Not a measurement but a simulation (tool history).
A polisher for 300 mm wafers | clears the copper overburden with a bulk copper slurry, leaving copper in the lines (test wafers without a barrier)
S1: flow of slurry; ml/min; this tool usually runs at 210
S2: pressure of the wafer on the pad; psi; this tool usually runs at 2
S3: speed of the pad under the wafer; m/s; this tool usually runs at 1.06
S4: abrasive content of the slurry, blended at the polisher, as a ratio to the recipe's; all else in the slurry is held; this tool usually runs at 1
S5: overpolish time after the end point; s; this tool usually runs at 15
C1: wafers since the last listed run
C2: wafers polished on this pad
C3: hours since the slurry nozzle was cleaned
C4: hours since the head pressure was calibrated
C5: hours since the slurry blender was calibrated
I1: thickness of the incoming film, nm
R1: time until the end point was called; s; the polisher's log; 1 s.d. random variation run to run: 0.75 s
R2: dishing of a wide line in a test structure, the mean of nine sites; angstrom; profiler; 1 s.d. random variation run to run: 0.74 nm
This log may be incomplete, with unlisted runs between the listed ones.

run,day,S1,S2,S3,S4,S5,C1,C2,C3,C4,C5,I1,R1,R2
1,0,210,2,1.06,1,8,0,76,29.4,795,124.9,490.2,58.6,353
2,2.712,210,2,1.06,1,15,764,840,94.5,860.1,190,489.7,60.1,532
3,4.562,210,2,1.06,1,15,521,1362,138.9,904.5,234.4,493,60.5,525
4,6.6,210,2,1.06,1,15,574,1936,187.8,953.4,283.3,502.9,62.2,515
5,7.804,250,2,1.06,1.2,15,339,2275,216.7,982.3,312.2,495.6,59.2,550
6,8.883,210,1.9,1.06,1,15,304,2579,242.6,1008.2,338.1,491.9,66.6,509
7,11.633,175,2,1.16,1,9,774,3354,308.6,1074.2,404.1,505.5,62.8,378
8,13.367,210,2,1.06,1,15,488,3842,350.2,1115.8,445.7,505.8,67.3,511
# day 14.746: slurry blender recalibrated
# day 14.971: slurry nozzle cleaned
9,15.242,210,2,1.06,0.9,22,493,4335,6.5,1160.8,11.9,490.7,58,653
# day 16.467: worn pad replaced by a new one
10,17.158,210,2,1.06,1.1,15,493,194,52.5,1206.8,57.9,488.7,55.3,561
# day 17.908: head pressure recalibrated
11,18.917,210,2,1.06,1,15,471,666,94.7,24.2,100.1,493.4,57.9,552
12,20.75,210,1.5,1.06,1,15,516,1183,138.7,68.2,144.1,490.1,76.2,438
13,21.767,180,2,1.06,1,11,286,1469,163.1,92.6,168.5,493.4,61.3,435
14,23.167,245,2,1.06,1,15,394,1864,196.7,126.2,202.1,503.3,60.4,538
15,25.133,210,2,1.18,1,7,554,2418,243.9,173.4,249.3,487.9,54.8,338
16,27.912,145,1.6,1.06,1,15,783,3201,310.6,240.1,316,501.6,79,446
17,30.879,245,2,1.06,1,15,835,4037,381.8,311.3,387.2,500.1,63.4,529
# day 31.792: slurry blender recalibrated
18,32.5,210,1.4,1.26,1,9,433,4470,420.7,350.2,17,499.5,69.5,335
19,33.554,210,2,0.88,0.75,15,297,4767,446,375.5,42.3,491.2,71.2,481
# day 34.479: slurry nozzle cleaned
# day 35.117: worn pad replaced by a new one
20,40.108,210,2,1.24,1,15,1787,1406,135.1,532.8,199.6,492.5,52.6,582
21,42.421,245,2,1.06,1,15,651,2057,190.6,588.3,255.1,494.7,61.2,525
22,45.079,180,2,1.06,1,11,748,2806,254.4,652.1,318.9,492.4,61.6,419
23,51.5,210,2,1.06,1,15,1809,4615,408.5,806.2,473,495.4,64.3,503
# day 52.562: slurry blender recalibrated
# day 53.154: worn pad replaced by a new one
# day 54.129: slurry nozzle cleaned
24,54.146,210,2,1.06,1,15,663,267,0.4,869.7,38,501.2,58.9,555
25,55.596,185,1.7,1.06,1,15,408,675,35.2,904.5,72.8,488.2,68.6,485
26,56.775,160,2.3,1.06,1.25,7,332,1008,63.5,932.8,101.1,493,50,362
27,58.558,145,2.4,1.36,1,15,502,1510,106.3,975.6,143.9,496.6,41.8,658
28,59.688,210,2,1.06,0.8,15,318,1828,133.4,1002.7,171,489.5,62.9,514
29,62.375,180,2,1.06,1,15,757,2585,197.9,1067.2,235.5,493.5,60.7,523

Branching from run 29: 3 alternative next runs. What would each branch give?
A,62.392,210,2,1.06,1.3,15,4,2590,198.3,1067.6,235.9,488.8,?,?
B,62.392,210,2,1.2,1,15,4,2590,198.3,1067.6,235.9,488.8,?,?
C,62.392,250,2,1.06,1,15,4,2590,198.3,1067.6,235.9,488.8,?,?

run,R1,R2
A,56.2,555
B,54.1,566
C,59,539
Had the tool no hidden state, the same runs would have come out as:
run,R1,R2
A,53,573
B,51.2,584
C,55.7,557

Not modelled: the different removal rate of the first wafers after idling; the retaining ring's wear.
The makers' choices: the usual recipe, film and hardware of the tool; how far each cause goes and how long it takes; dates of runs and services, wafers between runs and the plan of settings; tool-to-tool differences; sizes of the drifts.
